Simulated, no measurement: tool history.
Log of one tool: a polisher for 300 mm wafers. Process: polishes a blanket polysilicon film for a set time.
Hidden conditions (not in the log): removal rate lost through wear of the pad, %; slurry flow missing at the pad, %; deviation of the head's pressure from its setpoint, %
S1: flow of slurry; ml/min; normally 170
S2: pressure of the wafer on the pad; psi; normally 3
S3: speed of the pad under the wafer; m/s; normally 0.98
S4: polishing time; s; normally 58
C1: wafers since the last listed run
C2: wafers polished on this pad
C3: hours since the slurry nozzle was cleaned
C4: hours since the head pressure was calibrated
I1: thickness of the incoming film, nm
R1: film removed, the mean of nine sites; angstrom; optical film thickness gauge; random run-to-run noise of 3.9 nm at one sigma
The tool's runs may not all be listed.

run 1 day=0 | S1=170 S2=3.4 S3=1.14 S4=58 | C1=0 C2=4095 C3=438.2 C4=465.9 | I1=1413.2 | R1=6356
run 2 day=2.467 | S1=170 S2=3.4 S3=1.14 S4=58 | C1=517 C2=4613 C3=497.4 C4=525.1 | I1=1417.4 | R1=6315
run 3 day=4.083 | S1=170 S2=3 S3=0.76 S4=46 | C1=338 C2=4952 C3=536.2 C4=563.9 | I1=1424.6 | R1=3088
-- day=8.25 worn pad replaced by a new one
-- day=12.512 slurry nozzle cleaned
-- day=12.862 head pressure recalibrated
run 4 day=13.75 | S1=170 S2=3 S3=0.76 S4=46 | C1=1965 C2=1126 C3=29.7 C4=21.3 | I1=1416.6 | R1=3191
run 5 day=17.692 | S1=170 S2=3 S3=0.76 S4=46 | C1=826 C2=1953 C3=124.3 C4=115.9 | I1=1399.2 | R1=3205
run 6 day=20.85 | S1=170 S2=3.6 S3=0.84 S4=58 | C1=662 C2=2615 C3=200.1 C4=191.7 | I1=1393.3 | R1=5019
run 7 day=24.908 | S1=170 S2=3 S3=0.98 S4=58 | C1=850 C2=3466 C3=297.5 C4=289.1 | I1=1423.2 | R1=5036
run 8 day=27.012 | S1=170 S2=3 S3=0.98 S4=58 | C1=441 C2=3907 C3=348 C4=339.6 | I1=1404.3 | R1=4981
run 9 day=29.35 | S1=170 S2=3 S3=0.98 S4=58 | C1=490 C2=4397 C3=404.1 C4=395.7 | I1=1440.9 | R1=4897
run 10 day=31.879 | S1=170 S2=3 S3=0.98 S4=58 | C1=530 C2=4928 C3=464.8 C4=456.4 | I1=1418.4 | R1=4918
run 11 day=33.8 | S1=170 S2=3 S3=0.98 S4=58 | C1=402 C2=5331 C3=510.9 C4=502.5 | I1=1419.3 | R1=4924
run 12 day=37.4 | S1=170 S2=3 S3=0.98 S4=58 | C1=754 C2=6085 C3=597.3 C4=588.9 | I1=1406.6 | R1=4786
run 13 day=39.362 | S1=170 S2=3 S3=0.98 S4=58 | C1=411 C2=6497 C3=644.4 C4=636 | I1=1419.3 | R1=4863
run 14 day=41.033 | S1=210 S2=3 S3=0.74 S4=58 | C1=350 C2=6847 C3=684.5 C4=676.1 | I1=1421.4 | R1=3762
-- day=43.1 worn pad replaced by a new one
run 15 day=44.275 | S1=210 S2=3 S3=0.74 S4=58 | C1=644 C2=246 C3=762.3 C4=753.9 | I1=1444.5 | R1=3926
-- day=44.992 head pressure recalibrated
-- day=47.25 slurry nozzle cleaned
run 16 day=47.875 | S1=230 S2=3 S3=0.98 S4=58 | C1=728 C2=974 C3=15 C4=69.2 | I1=1422.3 | R1=5234
run 17 day=49.862 | S1=130 S2=3 S3=0.76 S4=77 | C1=416 C2=1391 C3=62.7 C4=116.9 | I1=1450.3 | R1=5089
run 18 day=53.362 | S1=130 S2=3 S3=0.76 S4=77 | C1=733 C2=2125 C3=146.7 C4=200.9 | I1=1403.4 | R1=5161
run 19 day=56.079 | S1=170 S2=3 S3=0.78 S4=58 | C1=569 C2=2695 C3=211.9 C4=266.1 | I1=1408.4 | R1=4088
run 20 day=64.017 | S1=170 S2=3.3 S3=0.68 S4=58 | C1=1664 C2=4359 C3=402.4 C4=456.6 | I1=1427.2 | R1=3804
run 21 day=66.212 | S1=170 S2=3 S3=1.26 S4=58 | C1=460 C2=4820 C3=455.1 C4=509.3 | I1=1393.9 | R1=6185
-- day=69.512 worn pad replaced by a new one
-- day=73.296 head pressure recalibrated
-- day=75.362 slurry nozzle cleaned
run 22 day=78.579 | S1=170 S2=3 S3=0.98 S4=66 | C1=2531 C2=1875 C3=77.2 C4=126.8 | I1=1424.9 | R1=5792
run 23 day=80.367 | S1=170 S2=3 S3=0.98 S4=58 | C1=374 C2=2250 C3=120.1 C4=169.7 | I1=1432.5 | R1=5004
run 24 day=83.275 | S1=200 S2=3 S3=1.18 S4=58 | C1=609 C2=2859 C3=189.9 C4=239.5 | I1=1402.3 | R1=6150
run 25 day=95.729 | S1=170 S2=2.2 S3=0.88 S4=58 | C1=2611 C2=5471 C3=488.8 C4=538.4 | I1=1430.7 | R1=3475
run 26 day=98.617 | S1=170 S2=3 S3=1.26 S4=51 | C1=605 C2=6076 C3=558.1 C4=607.7 | I1=1414.8 | R1=5400
-- day=100.079 worn pad replaced by a new one
-- day=100.417 head pressure recalibrated
run 27 day=100.671 | S1=120 S2=3 S3=0.98 S4=58 | C1=378 C2=106 C3=607.4 C4=6.1 | I1=1407.7 | R1=4701
-- day=101.621 slurry nozzle cleaned
run 28 day=102.638 | S1=215 S2=3.6 S3=1.16 S4=50 | C1=403 C2=509 C3=24.4 C4=53.3 | I1=1401.7 | R1=6078
run 29 day=105.325 | S1=215 S2=3 S3=0.98 S4=58 | C1=563 C2=1073 C3=88.9 C4=117.8 | I1=1427.9 | R1=5263
run 30 day=109.212 | S1=170 S2=3 S3=0.98 S4=58 | C1=815 C2=1888 C3=182.2 C4=211.1 | I1=1412.4 | R1=5066
run 31 day=112.271 | S1=170 S2=3 S3=0.98 S4=58 | C1=641 C2=2529 C3=255.6 C4=284.5 | I1=1426.8 | R1=5091
run 32 day=114.5 | S1=110 S2=3.8 S3=0.86 S4=43 | C1=467 C2=2997 C3=309.1 C4=338 | I1=1418.5 | R1=3809
run 33 day=118.992 | S1=215 S2=3 S3=0.98 S4=50 | C1=941 C2=3939 C3=416.9 C4=445.8 | I1=1430.2 | R1=4369
run 34 day=122.088 | S1=170 S2=3 S3=0.98 S4=58 | C1=649 C2=4588 C3=491.2 C4=520.1 | I1=1421.1 | R1=4920
run 35 day=125.358 | S1=170 S2=3 S3=0.98 S4=48 | C1=685 C2=5274 C3=569.7 C4=598.6 | I1=1410.9 | R1=4057
-- day=126.438 head pressure recalibrated
-- day=128.267 slurry nozzle cleaned
run 36 day=128.429 | S1=170 S2=3 S3=0.98 S4=58 | C1=617 C2=5891 C3=3.9 C4=47.8 | I1=1427.3 | R1=4960

Below, each run's measurement less what the same run would have read without the hidden state. Both values contain the same run-to-run variation, but the gauge's scatter may not be the same in both:
run=1 R1=-210
run=2 R1=-258
run=3 R1=-144
run=4 R1=-14
run=5 R1=-24
run=6 R1=-60
run=7 R1=-98
run=8 R1=-122
run=9 R1=-152
run=10 R1=-192
run=11 R1=-227
run=12 R1=-292
run=13 R1=-344
run=14 R1=-283
run=15 R1=-155
run=16 R1=-43
run=17 R1=-53
run=18 R1=-73
run=19 R1=-70
run=20 R1=-134
run=21 R1=-262
run=22 R1=-68
run=23 R1=-68
run=24 R1=-105
run=25 R1=-180
run=26 R1=-345
run=27 R1=-186
run=28 R1=-29
run=29 R1=-31
run=30 R1=-50
run=31 R1=-74
run=32 R1=-81
run=33 R1=-121
run=34 R1=-193
run=35 R1=-209
run=36 R1=-180
